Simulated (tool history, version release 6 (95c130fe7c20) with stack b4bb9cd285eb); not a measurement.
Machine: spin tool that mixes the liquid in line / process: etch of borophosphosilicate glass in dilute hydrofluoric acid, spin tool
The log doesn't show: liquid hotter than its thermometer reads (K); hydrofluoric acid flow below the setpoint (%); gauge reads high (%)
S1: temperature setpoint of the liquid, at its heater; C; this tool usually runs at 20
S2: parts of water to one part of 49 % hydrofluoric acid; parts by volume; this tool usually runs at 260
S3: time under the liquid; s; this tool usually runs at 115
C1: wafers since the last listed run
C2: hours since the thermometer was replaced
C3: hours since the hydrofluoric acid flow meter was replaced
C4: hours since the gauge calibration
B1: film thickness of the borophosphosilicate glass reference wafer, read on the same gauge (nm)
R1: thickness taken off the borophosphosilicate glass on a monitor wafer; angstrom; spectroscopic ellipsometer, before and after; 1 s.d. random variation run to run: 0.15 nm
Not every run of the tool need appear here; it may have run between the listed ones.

| run | hour | S1 | S2 | S3 | C1 | C2 | C3 | C4 | B1 | R1 |
|---|---|---|---|---|---|---|---|---|---|---|
| 1 | 0 | 20 | 260 | 90 | 0 | 819.6 | 1273.6 | 461.2 | 70.39 | 128.3 |
|  | 22.4 | thermometer replaced |
| 2 | 44.2 | 20 | 260 | 90 | 507 | 21.8 | 1317.8 | 505.4 | 70.52 | 129.6 |
| 3 | 228 | 20 | 260 | 90 | 2160 | 205.6 | 1501.6 | 689.2 | 71.08 | 128.9 |
| 4 | 276.2 | 20 | 345 | 115 | 566 | 253.8 | 1549.8 | 737.4 | 71.24 | 116.5 |
| 5 | 327.2 | 20 | 345 | 115 | 599 | 304.8 | 1600.8 | 788.4 | 71.45 | 117.3 |
| 6 | 376.2 | 20 | 345 | 115 | 575 | 353.8 | 1649.8 | 837.4 | 71.61 | 118.2 |
| 7 | 432.8 | 18 | 260 | 115 | 665 | 410.4 | 1706.4 | 894 | 71.87 | 154.9 |
| 8 | 458.8 | 18 | 260 | 115 | 305 | 436.4 | 1732.4 | 920 | 72 | 156.5 |
| 9 | 503.2 | 18 | 260 | 115 | 521 | 480.8 | 1776.8 | 964.4 | 72.22 | 155.2 |
| 10 | 553.1 | 20 | 325 | 115 | 586 | 530.7 | 1826.7 | 1014.3 | 72.46 | 129.6 |
| 11 | 600.6 | 20 | 325 | 115 | 558 | 578.2 | 1874.2 | 1061.8 | 72.68 | 127.6 |
|  | 626.4 | gauge calibrated |
| 12 | 669.8 | 19 | 260 | 115 | 813 | 647.4 | 1943.4 | 43.4 | 70.29 | 158.5 |
| 13 | 728.9 | 17.5 | 225 | 160 | 694 | 706.5 | 2002.5 | 102.5 | 70.3 | 251.7 |
| 14 | 789 | 24 | 260 | 115 | 706 | 766.6 | 2062.6 | 162.6 | 70.39 | 188.6 |
| 15 | 857.9 | 20 | 225 | 115 | 809 | 835.5 | 2131.5 | 231.5 | 70.42 | 194.4 |
| 16 | 924.1 | 20 | 260 | 115 | 778 | 901.7 | 2197.7 | 297.7 | 70.52 | 166 |
|  | 946.1 | hydrofluoric acid flow meter replaced |
|  | 953.2 | thermometer replaced |
| 17 | 990.9 | 24.5 | 260 | 85 | 761 | 37.7 | 44.8 | 364.5 | 70.63 | 143.4 |
| 18 | 1028.5 | 18.5 | 165 | 60 | 441 | 75.3 | 82.4 | 402.1 | 70.67 | 140 |
| 19 | 1083.9 | 24.5 | 315 | 70 | 651 | 130.7 | 137.8 | 457.5 | 70.81 | 93.3 |
| 20 | 1125.7 | 20 | 260 | 115 | 491 | 172.5 | 179.6 | 499.3 | 70.89 | 165.7 |
| 21 | 1194.5 | 17 | 215 | 170 | 808 | 241.3 | 248.4 | 568.1 | 71.14 | 276.9 |
| 22 | 1241.6 | 20 | 260 | 115 | 553 | 288.4 | 295.5 | 615.2 | 71.26 | 165.9 |
| 23 | 1311.3 | 20 | 260 | 115 | 819 | 358.1 | 365.2 | 684.9 | 71.49 | 167.8 |
| 24 | 1365.2 | 20 | 260 | 115 | 633 | 412 | 419.1 | 738.8 | 71.7 | 168.9 |
| 25 | 1433.7 | 20 | 225 | 50 | 805 | 480.5 | 487.6 | 807.3 | 71.95 | 87.4 |

Alternative continuations, all from the tool just after run 25; predict every row:
| A | 1434.1 | 20 | 260 | 115 | 4 | 480.9 | 488 | 807.7 | ? | ? |
| B | 1434.1 | 25 | 375 | 165 | 4 | 480.9 | 488 | 807.7 | ? | ? |
| C | 1434.1 | 17 | 130 | 175 | 4 | 480.9 | 488 | 807.7 | ? | ? |

| run | B1 | R1 |
|---|---|---|
| A | 71.91 | 164.3 |
| B | 71.91 | 175.1 |
| C | 71.91 | 503.1 |
With the hidden condition removed and each run's random variation left untouched, the same runs would have given:
| run | R1 |
|---|---|
| A | 159.9 |
| B | 170.3 |
| C | 489.6 |

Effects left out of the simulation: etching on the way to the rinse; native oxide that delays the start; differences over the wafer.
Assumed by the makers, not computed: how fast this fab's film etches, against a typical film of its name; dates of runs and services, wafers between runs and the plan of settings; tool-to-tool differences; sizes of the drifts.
